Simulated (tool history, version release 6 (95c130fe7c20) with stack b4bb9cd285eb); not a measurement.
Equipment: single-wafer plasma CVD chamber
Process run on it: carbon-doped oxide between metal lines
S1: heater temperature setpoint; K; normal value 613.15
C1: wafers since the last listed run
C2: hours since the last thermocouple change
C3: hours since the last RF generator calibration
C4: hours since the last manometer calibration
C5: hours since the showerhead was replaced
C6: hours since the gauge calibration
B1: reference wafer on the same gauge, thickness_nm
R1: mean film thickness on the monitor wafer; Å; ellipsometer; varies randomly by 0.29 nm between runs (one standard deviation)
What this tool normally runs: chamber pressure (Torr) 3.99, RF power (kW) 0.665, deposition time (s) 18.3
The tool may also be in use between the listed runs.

run 1 hour=0 | S1=613.15 chamber_pressure_(Torr)=3.99 RF_power_(kW)=0.665 deposition_time_(s)=18.3 | C1=0 C2=1665.4 C3=8.9 C4=1136.1 C5=4218.5 C6=1013.5 | B1=107.042 | R1=1185.18
-- hour=48.1 thermocouple changed; heater temperature recalibrated
-- hour=161.3 showerhead replaced
run 2 hour=161.8 | S1=613.15 chamber_pressure_(Torr)=3.99 RF_power_(kW)=0.665 deposition_time_(s)=18.3 | C1=2282 C2=113.7 C3=170.7 C4=1297.9 C5=0.5 C6=1175.3 | B1=106.931 | R1=1183.86
run 3 hour=181.1 | S1=613.15 chamber_pressure_(Torr)=3.99 RF_power_(kW)=0.665 deposition_time_(s)=18.3 | C1=302 C2=133 C3=190 C4=1317.2 C5=19.8 C6=1194.6 | B1=106.892 | R1=1183.36
run 4 hour=252.5 | S1=613.15 chamber_pressure_(Torr)=3.99 RF_power_(kW)=0.665 deposition_time_(s)=18.3 | C1=1117 C2=204.4 C3=261.4 C4=1388.6 C5=91.2 C6=1266 | B1=106.957 | R1=1176.27
run 5 hour=287.8 | S1=613.15 chamber_pressure_(Torr)=3.99 RF_power_(kW)=0.665 deposition_time_(s)=18.3 | C1=552 C2=239.7 C3=296.7 C4=1423.9 C5=126.5 C6=1301.3 | B1=107.11 | R1=1181.28
run 6 hour=328.7 | S1=613.15 chamber_pressure_(Torr)=3.58 RF_power_(kW)=0.665 deposition_time_(s)=18.3 | C1=640 C2=280.6 C3=337.6 C4=1464.8 C5=167.4 C6=1342.2 | B1=107.011 | R1=1165.02
-- hour=387.3 gauge calibrated
run 7 hour=502.8 | S1=607.15 chamber_pressure_(Torr)=4.37 RF_power_(kW)=0.665 deposition_time_(s)=16.1 | C1=2725 C2=454.7 C3=511.7 C4=1638.9 C5=341.5 C6=115.5 | B1=107.015 | R1=1065.35
-- hour=679.2 capacitance manometer re-zeroed and calibrated
run 8 hour=703.9 | S1=618.15 chamber_pressure_(Torr)=3.46 RF_power_(kW)=0.665 deposition_time_(s)=18.3 | C1=3022 C2=655.8 C3=712.8 C4=24.7 C5=542.6 C6=316.6 | B1=107.026 | R1=1145.82
run 9 hour=757.5 | S1=604.15 chamber_pressure_(Torr)=3.52 RF_power_(kW)=0.625 deposition_time_(s)=16.6 | C1=839 C2=709.4 C3=766.4 C4=78.3 C5=596.2 C6=370.2 | B1=106.942 | R1=1052.78
-- hour=784.2 RF generator calibrated
run 10 hour=793.9 | S1=613.15 chamber_pressure_(Torr)=3.99 RF_power_(kW)=0.76 deposition_time_(s)=18.3 | C1=444 C2=745.8 C3=9.7 C4=114.7 C5=632.6 C6=406.6 | B1=106.991 | R1=1258.2
run 11 hour=858.9 | S1=613.15 chamber_pressure_(Torr)=3.99 RF_power_(kW)=0.665 deposition_time_(s)=19.9 | C1=1017 C2=810.8 C3=74.7 C4=179.7 C5=697.6 C6=471.6 | B1=107.031 | R1=1284.58
run 12 hour=904 | S1=621.15 chamber_pressure_(Torr)=3.99 RF_power_(kW)=0.765 deposition_time_(s)=18.3 | C1=705 C2=855.9 C3=119.8 C4=224.8 C5=742.7 C6=516.7 | B1=106.871 | R1=1234.28
run 13 hour=974.5 | S1=613.15 chamber_pressure_(Torr)=3.99 RF_power_(kW)=0.665 deposition_time_(s)=18.3 | C1=1103 C2=926.4 C3=190.3 C4=295.3 C5=813.2 C6=587.2 | B1=107.065 | R1=1187.58
run 14 hour=1002.8 | S1=613.15 chamber_pressure_(Torr)=3.99 RF_power_(kW)=0.665 deposition_time_(s)=18.3 | C1=442 C2=954.7 C3=218.6 C4=323.6 C5=841.5 C6=615.5 | B1=106.989 | R1=1176.8
run 15 hour=1066.7 | S1=609.15 chamber_pressure_(Torr)=3.99 RF_power_(kW)=0.705 deposition_time_(s)=18.3 | C1=1000 C2=1018.6 C3=282.5 C4=387.5 C5=905.4 C6=679.4 | B1=106.9 | R1=1226.01
run 16 hour=1133.8 | S1=613.15 chamber_pressure_(Torr)=3.99 RF_power_(kW)=0.62 deposition_time_(s)=18.3 | C1=1050 C2=1085.7 C3=349.6 C4=454.6 C5=972.5 C6=746.5 | B1=106.917 | R1=1148.61
run 17 hour=1187.1 | S1=613.15 chamber_pressure_(Torr)=4.9 RF_power_(kW)=0.665 deposition_time_(s)=18.3 | C1=834 C2=1139 C3=402.9 C4=507.9 C5=1025.8 C6=799.8 | B1=106.87 | R1=1206.83
run 18 hour=1242.3 | S1=599.15 chamber_pressure_(Torr)=3.35 RF_power_(kW)=0.665 deposition_time_(s)=19.8 | C1=864 C2=1194.2 C3=458.1 C4=563.1 C5=1081 C6=855 | B1=107.031 | R1=1303.56
run 19 hour=1284.4 | S1=600.15 chamber_pressure_(Torr)=3.05 RF_power_(kW)=0.705 deposition_time_(s)=18.3 | C1=659 C2=1236.3 C3=500.2 C4=605.2 C5=1123.1 C6=897.1 | B1=107.041 | R1=1220.28
run 20 hour=1336.6 | S1=613.15 chamber_pressure_(Torr)=3.99 RF_power_(kW)=0.665 deposition_time_(s)=18.3 | C1=817 C2=1288.5 C3=552.4 C4=657.4 C5=1175.3 C6=949.3 | B1=106.974 | R1=1182.86
run 21 hour=1360.8 | S1=613.15 chamber_pressure_(Torr)=3.99 RF_power_(kW)=0.59 deposition_time_(s)=20.8 | C1=378 C2=1312.7 C3=576.6 C4=681.6 C5=1199.5 C6=973.5 | B1=107.07 | R1=1273.32
run 22 hour=1393.3 | S1=603.15 chamber_pressure_(Torr)=3.36 RF_power_(kW)=0.595 deposition_time_(s)=18.3 | C1=508 C2=1345.2 C3=609.1 C4=714.1 C5=1232 C6=1006 | B1=106.917 | R1=1130.12
run 23 hour=1437.7 | S1=607.15 chamber_pressure_(Torr)=3.99 RF_power_(kW)=0.735 deposition_time_(s)=18.3 | C1=695 C2=1389.6 C3=653.5 C4=758.5 C5=1276.4 C6=1050.4 | B1=107.049 | R1=1244.4
run 24 hour=1462.5 | S1=613.15 chamber_pressure_(Torr)=3.99 RF_power_(kW)=0.665 deposition_time_(s)=18.3 | C1=388 C2=1414.4 C3=678.3 C4=783.3 C5=1301.2 C6=1075.2 | B1=106.936 | R1=1180.47
run 25 hour=1519 | S1=613.15 chamber_pressure_(Torr)=3.45 RF_power_(kW)=0.73 deposition_time_(s)=16.3 | C1=884 C2=1470.9 C3=734.8 C4=839.8 C5=1357.7 C6=1131.7 | B1=107.039 | R1=1080.9
-- hour=1549.5 RF generator calibrated
run 26 hour=1550 | S1=608.15 chamber_pressure_(Torr)=3.18 RF_power_(kW)=0.62 deposition_time_(s)=19.3 | C1=360 C2=1501.9 C3=0.5 C4=870.8 C5=1388.7 C6=1162.7 | B1=107.052 | R1=1205.88
run 27 hour=1580.5 | S1=613.15 chamber_pressure_(Torr)=4.46 RF_power_(kW)=0.665 deposition_time_(s)=17 | C1=477 C2=1532.4 C3=31 C4=901.3 C5=1419.2 C6=1193.2 | B1=106.989 | R1=1120.27
-- hour=1592.5 gauge calibrated
run 28 hour=1648.8 | S1=613.15 chamber_pressure_(Torr)=3.71 RF_power_(kW)=0.55 deposition_time_(s)=18.3 | C1=1069 C2=1600.7 C3=99.3 C4=969.6 C5=1487.5 C6=56.3 | B1=106.96 | R1=1080.35
run 29 hour=1698.8 | S1=617.15 chamber_pressure_(Torr)=3.49 RF_power_(kW)=0.545 deposition_time_(s)=15.3 | C1=782 C2=1650.7 C3=149.3 C4=1019.6 C5=1537.5 C6=106.3 | B1=107.098 | R1=895.67

Some steps in R1 between neighbouring runs. How much of each would the tool show without its hidden state too (settings, what came in, random variation), and how much is left for the hidden state, with any gauge scatter that isn't in both results?
What the log doesn't record here: wafer temperature above the value expected at the setpoint (K); delivered RF power above the setpoint (%); true pressure above the setpoint (%); gauge reads high (%).
Run 9 -> 10: S1 604.15 -> 613.15, chamber pressure (Torr) 3.52 -> 3.99, RF power (kW) 0.625 -> 0.76, deposition time (s) 16.6 -> 18.3, RF generator calibrated. R1 +205.42 Å: hidden state +8.32, all else +197.1.
Run 25 -> 26: S1 613.15 -> 608.15, chamber pressure (Torr) 3.45 -> 3.18, RF power (kW) 0.73 -> 0.62, deposition time (s) 16.3 -> 19.3, RF generator calibrated. R1 +124.98 Å: hidden state +11.32, all else +113.66.
Run 28 -> 29: S1 613.15 -> 617.15, chamber pressure (Torr) 3.71 -> 3.49, RF power (kW) 0.55 -> 0.545, deposition time (s) 18.3 -> 15.3. R1 -184.68 Å: hidden state -0.25, all else -184.43.
